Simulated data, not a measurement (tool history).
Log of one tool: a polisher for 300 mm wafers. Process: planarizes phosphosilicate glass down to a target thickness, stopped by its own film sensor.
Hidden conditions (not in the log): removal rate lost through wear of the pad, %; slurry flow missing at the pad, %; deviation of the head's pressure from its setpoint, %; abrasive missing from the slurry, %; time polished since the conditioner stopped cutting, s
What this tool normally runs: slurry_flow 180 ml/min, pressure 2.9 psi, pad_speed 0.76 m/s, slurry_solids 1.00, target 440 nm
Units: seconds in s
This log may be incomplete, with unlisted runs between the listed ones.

run,hour,slurry_flow,pressure,pad_speed,slurry_solids,target,wafers since the last listed run,wafers polished on this pad,hours since the slurry nozzle was cleaned,hours since the head pressure was calibrated,hours since the slurry blender was calibrated,hours since the conditioning disc was replaced,"incoming thickness of the incoming film, nm",seconds
1,0.0,180,2.9,0.76,0.90,440,0,376,351.1,785.7,442.8,150.7,1012.5,118.1
# hour 3.7: conditioning disc replaced and pad reconditioned
2,11.5,180,2.9,0.76,0.90,440,67,444,362.6,797.2,454.3,7.8,982.4,102.8
3,20.9,180,2.9,0.76,1.00,440,67,511,372.0,806.6,463.7,17.2,1017.2,110.8
4,28.0,180,2.9,0.76,1.00,440,50,562,379.1,813.7,470.8,24.3,979.4,102.5
# hour 35.5: head pressure recalibrated
5,40.8,180,2.9,0.76,1.00,440,77,639,391.9,5.3,483.6,37.1,994.6,109.0
6,48.1,180,2.9,0.76,1.00,440,52,691,399.2,12.6,490.9,44.4,1009.0,108.8
7,55.7,180,2.9,0.76,1.00,440,54,745,406.8,20.2,498.5,52.0,1002.6,113.1
8,64.5,180,3.8,0.58,1.00,440,62,808,415.6,29.0,507.3,60.8,1005.7,105.6
# hour 77.1: slurry nozzle cleaned
# hour 79.9: slurry blender recalibrated
9,106.8,180,2.4,0.76,1.00,556,280,1089,29.7,71.3,26.9,103.1,995.3,107.9
10,119.5,155,2.9,0.76,0.75,440,90,1179,42.4,84.0,39.6,115.8,998.8,128.7
# hour 124.9: worn pad replaced by a new one
11,129.5,180,2.9,0.66,1.00,440,42,32,52.4,94.0,49.6,125.8,1015.6,127.6
12,142.2,180,2.9,0.76,1.00,440,90,123,65.1,106.7,62.3,138.5,1017.3,119.1
13,152.3,130,2.9,0.76,1.00,440,72,195,75.2,116.8,72.4,148.6,1005.3,121.9
14,161.1,180,3.3,0.76,1.00,343,62,258,84.0,125.6,81.2,157.4,999.3,119.5
15,168.3,180,2.9,0.76,1.00,440,51,309,91.2,132.8,88.4,164.6,1002.7,112.4
16,177.8,235,2.9,0.76,1.00,279,67,377,100.7,142.3,97.9,174.1,1005.0,140.6
17,187.2,120,2.9,0.76,0.75,440,67,444,110.1,151.7,107.3,183.5,1007.0,138.8
# hour 193.0: conditioning disc replaced and pad reconditioned
18,197.5,180,2.9,0.90,1.00,440,59,503,120.4,162.0,117.6,4.5,1021.9,96.0
19,230.9,180,2.9,0.76,1.00,440,238,742,153.8,195.4,151.0,37.9,991.7,108.9
20,238.4,150,3.8,1.00,1.00,440,53,795,161.3,202.9,158.5,45.4,1006.8,73.9
21,248.2,180,2.9,1.02,1.15,440,69,865,171.1,212.7,168.3,55.2,990.9,85.7
22,260.8,150,2.9,0.84,1.10,604,89,955,183.7,225.3,180.9,67.8,985.5,69.9
23,266.8,140,2.9,0.84,1.00,440,42,998,189.7,231.3,186.9,73.8,1020.6,113.1
24,275.5,180,2.9,1.00,1.00,263,62,1060,198.4,240.0,195.6,82.5,992.9,124.7
25,285.4,180,2.0,0.76,1.25,535,70,1131,208.3,249.9,205.5,92.4,1006.4,123.9

Consider 5 possible next runs. They are alternatives, not a sequence: every one starts from the tool as it was left by run 25. What does each give?
A,285.9,180,2.9,0.76,1.00,440,3,1134,208.8,250.4,206.0,92.9,1008.4,?
B,285.9,180,2.9,0.76,0.80,440,3,1134,208.8,250.4,206.0,92.9,1008.4,?
C,285.9,180,2.4,0.90,1.00,440,3,1134,208.8,250.4,206.0,92.9,1008.4,?
D,285.9,210,2.9,0.96,0.80,505,3,1134,208.8,250.4,206.0,92.9,1008.4,?
E,285.9,180,2.6,0.76,1.00,280,3,1134,208.8,250.4,206.0,92.9,1008.4,?

run,seconds
A,114.9
B,123.2
C,121.0
D,90.5
E,162.7
Stripped of hidden state, with their random variation kept, the same runs would have yielded:
run,seconds
A,102.6
B,110.0
C,108.3
D,79.0
E,146.7

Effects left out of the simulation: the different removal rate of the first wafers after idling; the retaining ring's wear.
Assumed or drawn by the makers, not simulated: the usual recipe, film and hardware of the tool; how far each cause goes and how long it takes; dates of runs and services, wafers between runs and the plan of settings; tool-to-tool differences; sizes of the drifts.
